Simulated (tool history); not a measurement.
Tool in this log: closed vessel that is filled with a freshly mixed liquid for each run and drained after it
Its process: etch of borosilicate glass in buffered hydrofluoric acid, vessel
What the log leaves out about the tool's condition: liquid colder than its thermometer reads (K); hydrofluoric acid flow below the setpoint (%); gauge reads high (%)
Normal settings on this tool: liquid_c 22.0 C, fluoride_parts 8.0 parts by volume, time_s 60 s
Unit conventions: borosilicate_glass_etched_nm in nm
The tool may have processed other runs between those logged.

run     day  liquid_c  fluoride_parts  time_s  wafers since the last listed run  hours since the thermometer was replaced  hours since the hydrofluoric acid flow meter was replaced  hours since the gauge calibration  read-back film thickness of the borosilicate glass reference wafer, read on the same gauge (nm)  borosilicate_glass_etched_nm
  1   0.000      22.0             9.5      60                                 0                                    2550.0                                                     2024.0                               19.4                                                                                           110.01                         56.55
  2   1.054      22.0             9.5      60                              3466                                    2575.3                                                     2049.3                               44.7                                                                                           110.02                         56.57
  3   1.900      23.5             8.0      60                              2781                                    2595.6                                                     2069.6                               65.0                                                                                           110.05                         70.43
  4   4.596      23.5             8.0      60                              8864                                    2660.3                                                     2134.3                              129.7                                                                                           109.99                         71.29
  5   5.779      22.0             8.0      60                              3890                                    2688.7                                                     2162.7                              158.1                                                                                           110.01                         65.21
  6   7.225      22.0             8.0      60                              4754                                    2723.4                                                     2197.4                              192.8                                                                                           110.03                         65.22
  7   8.067      22.0             8.0      60                              2767                                    2743.6                                                     2217.6                              213.0                                                                                           110.07                         65.27
      8.925  -- hydrofluoric acid flow meter replaced
  8   9.079      22.0             8.0      60                              3192                                    2767.9                                                        3.7                              237.3                                                                                           109.98                         76.91
  9  11.738      22.0             8.0      60                              8740                                    2831.7                                                       67.5                              301.1                                                                                           109.98                         76.82
 10  12.600      22.0             8.0      60                              2836                                    2852.4                                                       88.2                              321.8                                                                                           109.95                         76.90
 11  14.058      22.0             8.0      60                              4795                                    2887.4                                                      123.2                              356.8                                                                                           109.97                         77.15
     14.221  -- thermometer replaced
 12  14.771      18.0             6.5      40                              2205                                      13.2                                                      140.3                              373.9                                                                                           109.98                         50.87
     15.058  -- gauge calibrated
 13  15.554      20.5             8.0      60                              2575                                      32.0                                                      159.1                               11.9                                                                                           109.96                         70.48
 14  16.771      22.0             5.5      80                              4000                                      61.2                                                      188.3                               41.1                                                                                           109.98                        147.25
 15  18.192      22.0             8.0      60                              4671                                      95.3                                                      222.4                               75.2                                                                                           110.02                         75.80
 16  18.788      17.5            10.0      30                              1959                                     109.6                                                      236.7                               89.5                                                                                           109.99                         24.06
 17  19.492      22.0             8.0      60                              2315                                     126.5                                                      253.6                              106.4                                                                                           110.03                         75.29
 18  20.829      22.0             9.5      30                              4397                                     158.6                                                      285.7                              138.5                                                                                           110.01                         32.67
 19  23.788      19.5             5.5      60                              9727                                     229.6                                                      356.7                              209.5                                                                                           110.01                         95.81
 20  25.192      22.0             8.0      60                              4617                                     263.3                                                      390.4                              243.2                                                                                           110.02                         75.58
 21  26.012      22.0            10.0      85                              2698                                     283.0                                                      410.1                              262.9                                                                                           109.97                         87.80
 22  26.600      22.0             8.0      60                              1931                                     297.1                                                      424.2                              277.0                                                                                           109.97                         75.14
 23  27.567      24.5             8.0      80                              3178                                     320.3                                                      447.4                              300.2                                                                                           109.99                        114.28

Alternative continuations, all from the tool just after run 23; predict every row:
  A  27.596      22.0             8.0      60                                95                                     321.0                                                      448.1                              300.9                                                                                                ?                             ?
  B  27.596      18.0             9.0      75                                95                                     321.0                                                      448.1                              300.9                                                                                                ?                             ?
  C  27.596      22.0             7.0      60                                95                                     321.0                                                      448.1                              300.9                                                                                                ?                             ?

run  read-back film thickness of the borosilicate glass reference wafer, read on the same gauge (nm)  borosilicate_glass_etched_nm
  A                                                                                           109.97                         74.88
  B                                                                                           109.97                         66.89
  C                                                                                           109.97                         86.78
Stripped of hidden state, with their random variation kept, the same runs would have yielded:
run  borosilicate_glass_etched_nm
  A                         77.21
  B                         68.10
  C                         89.49
